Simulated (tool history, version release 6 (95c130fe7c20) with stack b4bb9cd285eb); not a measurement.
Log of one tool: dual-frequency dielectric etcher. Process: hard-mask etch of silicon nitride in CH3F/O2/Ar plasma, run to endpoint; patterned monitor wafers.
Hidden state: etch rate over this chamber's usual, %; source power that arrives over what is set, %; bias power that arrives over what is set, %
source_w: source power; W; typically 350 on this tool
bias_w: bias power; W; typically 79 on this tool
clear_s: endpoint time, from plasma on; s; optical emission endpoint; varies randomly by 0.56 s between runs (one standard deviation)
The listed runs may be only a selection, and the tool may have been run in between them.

| run | day | source_w | bias_w | wafers since the last listed run | hours since the last wet clean | hours since the last source power generator calibration | hours since the last bias power generator calibration | hours since the last upper electrode change | incoming incoming film thickness, nm | clear_s |
|---|---|---|---|---|---|---|---|---|---|---|
| 1 | 0.000 | 350 | 79 | 0 | 466.1 | 1222.4 | 2486.4 | 4618.9 | 47.75 | 68.3 |
| 2 | 2.654 | 350 | 79 | 807 | 529.8 | 1286.1 | 2550.1 | 4682.6 | 47.57 | 67.6 |
| 3 | 6.329 | 350 | 79 | 1118 | 618.0 | 1374.3 | 2638.3 | 4770.8 | 47.02 | 67.3 |
| 4 | 9.625 | 290 | 79 | 1003 | 697.1 | 1453.4 | 2717.4 | 4849.9 | 47.23 | 71.8 |
| 5 | 12.658 | 290 | 79 | 923 | 769.9 | 1526.2 | 2790.2 | 4922.7 | 47.10 | 71.7 |
|  | 13.925 | upper electrode replaced |
| 6 | 15.067 | 290 | 79 | 428 | 827.7 | 1584.0 | 2848.0 | 27.4 | 47.90 | 72.7 |
| 7 | 18.204 | 350 | 79 | 954 | 903.0 | 1659.3 | 2923.3 | 102.7 | 47.55 | 67.4 |
|  | 19.996 | wet clean of the chamber, repeated, since the last time left the tool worse |
| 8 | 20.188 | 350 | 79 | 299 | 4.6 | 1706.9 | 2970.9 | 150.3 | 47.55 | 71.3 |
| 9 | 24.058 | 350 | 79 | 1178 | 97.5 | 1799.8 | 3063.8 | 243.2 | 47.59 | 72.3 |
| 10 | 26.646 | 350 | 79 | 787 | 159.6 | 1861.9 | 3125.9 | 305.3 | 47.69 | 71.8 |
| 11 | 30.667 | 320 | 79 | 1223 | 256.1 | 1958.4 | 3222.4 | 401.8 | 47.52 | 72.9 |
| 12 | 41.004 | 280 | 63 | 3146 | 504.2 | 2206.5 | 3470.5 | 649.9 | 47.43 | 82.9 |
| 13 | 45.467 | 270 | 66 | 1358 | 611.3 | 2313.6 | 3577.6 | 757.0 | 47.67 | 82.8 |
|  | 48.762 | wet clean of the chamber |
| 14 | 49.821 | 260 | 60 | 1020 | 25.4 | 2418.1 | 3682.1 | 861.5 | 47.70 | 88.5 |
|  | 51.100 | source power generator calibrated |
| 15 | 54.225 | 330 | 97 | 1289 | 131.1 | 75.0 | 3787.8 | 967.2 | 47.69 | 67.6 |
| 16 | 57.204 | 270 | 66 | 906 | 202.6 | 146.5 | 3859.3 | 1038.7 | 47.27 | 83.6 |
| 17 | 61.088 | 320 | 67 | 1181 | 295.8 | 239.7 | 3952.5 | 1131.9 | 47.82 | 78.8 |
| 18 | 62.867 | 350 | 94 | 541 | 338.5 | 282.4 | 3995.2 | 1174.6 | 47.15 | 66.9 |
| 19 | 64.800 | 350 | 79 | 588 | 384.9 | 328.8 | 4041.6 | 1221.0 | 47.37 | 71.5 |
| 20 | 67.975 | 290 | 79 | 966 | 461.1 | 405.0 | 4117.8 | 1297.2 | 47.47 | 75.0 |
| 21 | 69.796 | 290 | 79 | 554 | 504.8 | 448.7 | 4161.5 | 1340.9 | 47.77 | 75.8 |
| 22 | 73.008 | 270 | 69 | 977 | 581.9 | 525.8 | 4238.6 | 1418.0 | 47.13 | 82.0 |
| 23 | 75.121 | 410 | 86 | 642 | 632.6 | 576.5 | 4289.3 | 1468.7 | 47.67 | 63.8 |
| 24 | 77.092 | 430 | 65 | 599 | 679.9 | 623.8 | 4336.6 | 1516.0 | 47.53 | 69.3 |
|  | 78.646 | bias power generator calibrated |
| 25 | 80.871 | 350 | 79 | 1099 | 770.6 | 714.5 | 53.4 | 1606.7 | 47.75 | 70.8 |
|  | 83.654 | wet clean of the chamber |
| 26 | 84.558 | 430 | 59 | 817 | 21.7 | 803.0 | 141.9 | 1695.2 | 47.52 | 74.5 |
| 27 | 86.783 | 350 | 90 | 677 | 75.1 | 856.4 | 195.3 | 1748.6 | 47.66 | 68.0 |
| 28 | 88.588 | 280 | 92 | 549 | 118.4 | 899.7 | 238.6 | 1791.9 | 47.94 | 74.2 |
| 29 | 92.683 | 350 | 79 | 1246 | 216.7 | 998.0 | 336.9 | 1890.2 | 47.03 | 70.8 |
| 30 | 97.179 | 310 | 98 | 1368 | 324.6 | 1105.9 | 444.8 | 1998.1 | 48.17 | 69.5 |
| 31 | 101.308 | 430 | 63 | 1256 | 423.7 | 1205.0 | 543.9 | 2097.2 | 47.19 | 72.0 |
| 32 | 103.296 | 260 | 94 | 604 | 471.4 | 1252.7 | 591.6 | 2144.9 | 47.73 | 74.9 |
| 33 | 107.617 | 350 | 97 | 1315 | 575.1 | 1356.4 | 695.3 | 2248.6 | 47.49 | 66.3 |
| 34 | 111.358 | 390 | 64 | 1138 | 664.9 | 1446.2 | 785.1 | 2338.4 | 48.24 | 74.2 |
|  | 112.921 | wet clean of the chamber |
| 35 | 112.933 | 350 | 79 | 174 | 0.3 | 1484.0 | 822.9 | 2376.2 | 46.96 | 72.0 |
| 36 | 117.154 | 350 | 79 | 1284 | 101.6 | 1585.3 | 924.2 | 2477.5 | 47.30 | 71.7 |

Alternative continuations, all from the tool just after run 36; predict every row:
| A | 117.171 | 350 | 79 | 5 | 102.0 | 1585.7 | 924.6 | 2477.9 | 47.45 | ? |
| B | 117.171 | 260 | 89 | 5 | 102.0 | 1585.7 | 924.6 | 2477.9 | 47.45 | ? |
| C | 117.171 | 320 | 92 | 5 | 102.0 | 1585.7 | 924.6 | 2477.9 | 47.45 | ? |

| run | clear_s |
|---|---|
| A | 71.3 |
| B | 75.7 |
| C | 69.4 |
Without the tool's hidden state the same runs would have given:
| run | clear_s |
|---|---|
| A | 71.2 |
| B | 75.6 |
| C | 69.4 |
